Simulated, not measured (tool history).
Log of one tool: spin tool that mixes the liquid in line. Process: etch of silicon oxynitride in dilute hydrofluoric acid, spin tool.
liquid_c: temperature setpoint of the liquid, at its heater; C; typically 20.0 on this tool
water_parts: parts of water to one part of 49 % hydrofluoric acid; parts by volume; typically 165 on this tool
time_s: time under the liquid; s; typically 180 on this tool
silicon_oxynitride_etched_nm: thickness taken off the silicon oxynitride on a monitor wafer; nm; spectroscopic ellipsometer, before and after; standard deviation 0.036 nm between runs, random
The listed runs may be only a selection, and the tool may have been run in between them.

run,hour,liquid_c,water_parts,time_s,wafers since the last listed run,hours since the thermometer was replaced,hours since the hydrofluoric acid flow meter was replaced,hours since the gauge calibration,"read-back film thickness of the silicon oxynitride reference wafer, read on the same gauge (nm)",silicon_oxynitride_etched_nm
1,0.0,20.0,165,180,0,682.6,1603.3,623.1,149.980,1.393
2,99.9,20.0,165,180,806,782.5,1703.2,723.0,150.015,1.400
3,156.2,20.0,165,180,454,838.8,1759.5,779.3,149.991,1.331
4,224.1,20.0,165,180,548,906.7,1827.4,847.2,150.016,1.340
5,260.3,18.5,165,180,292,942.9,1863.6,883.4,149.944,1.263
# hour 265.2: thermometer replaced
6,311.6,20.0,165,180,406,46.4,1914.9,934.7,150.007,1.323
7,350.5,20.0,165,180,314,85.3,1953.8,973.6,149.980,1.339
8,430.2,20.0,165,180,643,165.0,2033.5,1053.3,149.982,1.286
9,482.8,20.0,225,180,424,217.6,2086.1,1105.9,149.980,0.929
10,569.7,20.0,225,180,701,304.5,2173.0,1192.8,149.983,0.947
11,666.7,20.0,165,110,783,401.5,2270.0,1289.8,150.005,0.807
12,754.0,23.5,110,280,704,488.8,2357.3,1377.1,149.975,3.575
# hour 797.5: gauge calibrated
13,856.3,22.0,110,225,826,591.1,2459.6,58.8,149.996,2.738
# hour 885.6: hydrofluoric acid flow meter replaced
14,934.8,20.0,165,180,625,669.6,49.2,137.3,149.979,1.446
15,996.5,17.0,165,180,498,731.3,110.9,199.0,149.983,1.322
16,1052.6,22.0,165,210,453,787.4,167.0,255.1,149.993,1.874
17,1118.0,17.0,235,90,528,852.8,232.4,320.5,150.000,0.428
# hour 1142.3: thermometer replaced
18,1201.8,20.0,165,180,668,59.5,316.2,404.3,150.010,1.419
19,1304.9,22.5,240,180,832,162.6,419.3,507.4,150.000,1.082
20,1366.3,24.5,165,90,495,224.0,480.7,568.8,150.024,0.907
21,1473.5,22.0,205,270,865,331.2,587.9,676.0,150.037,1.801

Consider 3 possible next runs. They are alternatives, not a sequence: every one starts from the tool as it was left by run 21. What does each give?
A,1474.0,20.0,165,75,4,331.7,588.4,676.5,?,?
B,1474.0,25.0,205,180,4,331.7,588.4,676.5,?,?
C,1474.0,22.0,165,180,4,331.7,588.4,676.5,?,?

run,"read-back film thickness of the silicon oxynitride reference wafer, read on the same gauge (nm)",silicon_oxynitride_etched_nm
A,149.986,0.617
B,149.986,1.452
C,149.986,1.626
What these runs would have given with no unlogged condition in the tool:
run,silicon_oxynitride_etched_nm
A,0.646
B,1.523
C,1.703
